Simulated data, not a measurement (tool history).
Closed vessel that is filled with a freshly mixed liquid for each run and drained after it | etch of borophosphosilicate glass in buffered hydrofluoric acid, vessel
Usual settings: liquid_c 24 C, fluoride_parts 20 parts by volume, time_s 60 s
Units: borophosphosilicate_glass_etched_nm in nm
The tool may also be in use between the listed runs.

run   hour  liquid_c  fluoride_parts  time_s  read-back film thickness of the borophosphosilicate glass reference wafer, read on the same gauge (nm)  borophosphosilicate_glass_etched_nm
  1      0        27              20      60                                                                                                  140.01                                82.05
  2   20.9        27              20      60                                                                                                  140.01                                81.24
  3   37.8        24              20      60                                                                                                  139.99                                70.09
  4   59.2        24              20      60                                                                                                  140.01                                70.64
  5   88.3        24              20      60                                                                                                  140.01                                71.68
  6  119.4        24              20      65                                                                                                     140                                76.14
  7  134.9        24              20      65                                                                                                  139.99                                76.18
  8  242.2        24              20      65                                                                                                  139.99                                 77.1
  9  254.9        24              20      60                                                                                                  140.02                                71.17
 10  268.7        24              20      60                                                                                                  140.01                                 70.9
 11  290.8        24              20      60                                                                                                  139.98                                70.69
     309.9  -- gauge calibrated
 12  316.9      26.5              20      60                                                                                                  140.02                                82.71
 13  332.7        24              20      60                                                                                                  139.98                                72.39
 14  347.6        24              20      60                                                                                                  139.98                                 71.2
 15  373.9        24              20      60                                                                                                  139.98                                71.18
 16  400.7        24            24.5      60                                                                                                  139.99                                60.99
     407.6  -- hydrofluoric acid flow meter replaced
 17  422.8        24              20      60                                                                                                  140.02                                64.39
     453.1  -- thermometer replaced
 18  458.3        24              20      60                                                                                                  139.99                                64.57
 19  488.7      21.5              20      30                                                                                                     140                                28.18
 20  503.5        24            17.5      50                                                                                                     140                                60.75
 21  531.1        24              20      60                                                                                                  139.99                                64.72
 22    562      21.5              20      90                                                                                                  139.98                                85.53
 23  595.9        24            24.5      60                                                                                                  139.99                                55.86
 24  608.3      27.5              14      60                                                                                                  139.98                               113.76
 25  621.1      21.5            27.5      30                                                                                                  140.01                                22.76
 26  653.4        22              25      75                                                                                                  140.03                                62.38
 27  732.2        21            15.5      30                                                                                                  139.99                                36.27
 28  792.1        24              20      60                                                                                                  139.98                                67.34

Forecast each of these 4 alternatives for the next run:
  A  792.8        24              20      60                                                                                                       ?                                    ?
  B  792.8      27.5              20      70                                                                                                       ?                                    ?
  C  792.8        24            17.5      70                                                                                                       ?                                    ?
  D  792.8      21.5            27.5      80                                                                                                       ?                                    ?

run  read-back film thickness of the borophosphosilicate glass reference wafer, read on the same gauge (nm)  borophosphosilicate_glass_etched_nm
  A                                                                                                  139.98                                66.61
  B                                                                                                  139.98                                93.77
  C                                                                                                  139.98                                88.69
  D                                                                                                  139.98                                61.52
Without the tool's hidden state the same runs would have given:
run  borophosphosilicate_glass_etched_nm
  A                                64.39
  B                                90.64
  C                                85.73
  D                                60.07

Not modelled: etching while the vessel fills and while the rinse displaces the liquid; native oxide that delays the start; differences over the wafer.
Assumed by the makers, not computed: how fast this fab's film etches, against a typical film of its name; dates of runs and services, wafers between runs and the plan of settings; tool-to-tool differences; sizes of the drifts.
